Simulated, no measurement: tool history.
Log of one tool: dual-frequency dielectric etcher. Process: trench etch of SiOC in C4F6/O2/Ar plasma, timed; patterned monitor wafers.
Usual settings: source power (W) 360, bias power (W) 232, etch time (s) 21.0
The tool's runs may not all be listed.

run,hour,source power (W),bias power (W),etch time (s),wafers since the last listed run,hours since the last wet clean,hours since the last source power generator calibration,hours since the last bias power generator calibration,hours since the last upper electrode change,hours since the gauge calibration,"read-back reference wafer on the same gauge, depth_nm",mean etch depth across the wafer (Å)
1,0.0,360,232,21.0,0,434.6,4904.1,3806.2,3432.2,273.5,48.29,440.4
# hour 56.4: wet clean of the chamber
2,69.9,360,232,21.0,539,13.5,4974.0,3876.1,3502.1,343.4,48.30,444.5
# hour 97.2: gauge calibrated
3,97.3,360,232,21.0,322,40.9,5001.4,3903.5,3529.5,0.1,48.30,444.4
4,146.6,360,232,21.0,579,90.2,5050.7,3952.8,3578.8,49.4,48.31,443.9
5,194.7,360,232,21.0,565,138.3,5098.8,4000.9,3626.9,97.5,48.31,443.6
6,233.3,360,252,21.0,453,176.9,5137.4,4039.5,3665.5,136.1,48.33,455.8
7,292.7,360,199,21.0,698,236.3,5196.8,4098.9,3724.9,195.5,48.29,418.4
8,347.0,360,199,21.0,638,290.6,5251.1,4153.2,3779.2,249.8,48.29,418.7
# hour 368.7: bias power generator calibrated
9,373.3,360,232,25.5,262,316.9,5277.4,4.6,3805.5,276.1,48.28,535.3
10,430.1,360,232,21.0,667,373.7,5334.2,61.4,3862.3,332.9,48.29,441.7
# hour 475.4: upper electrode replaced
11,475.9,430,232,21.0,256,419.5,5380.0,107.2,0.5,378.7,48.28,479.1
# hour 496.3: source power generator calibrated
# hour 501.4: gauge calibrated
# hour 504.5: wet clean of the chamber
12,505.0,420,232,27.5,199,0.5,8.7,136.3,29.6,3.6,48.28,625.6
13,550.2,360,232,17.5,531,45.7,53.9,181.5,74.8,48.8,48.29,370.1
14,574.9,360,232,19.5,290,70.4,78.6,206.2,99.5,73.5,48.32,412.0
15,599.0,360,289,16.0,283,94.5,102.7,230.3,123.6,97.6,48.28,367.1
16,645.0,360,232,21.0,540,140.5,148.7,276.3,169.6,143.6,48.29,442.1

4 ways to go on from here, each from the tool as it stands after run 16. What would each give?
A,645.4,360,232,21.0,4,140.9,149.1,276.7,170.0,144.0,?,?
B,645.4,360,248,24.5,4,140.9,149.1,276.7,170.0,144.0,?,?
C,645.4,360,232,19.0,4,140.9,149.1,276.7,170.0,144.0,?,?
D,645.4,390,232,23.0,4,140.9,149.1,276.7,170.0,144.0,?,?

run,"read-back reference wafer on the same gauge, depth_nm",mean etch depth across the wafer (Å)
A,48.30,443.0
B,48.30,529.4
C,48.30,400.8
D,48.30,504.1
Without the tool's hidden state the same runs would have given:
run,mean etch depth across the wafer (Å)
A,443.8
B,530.4
C,401.5
D,505.0
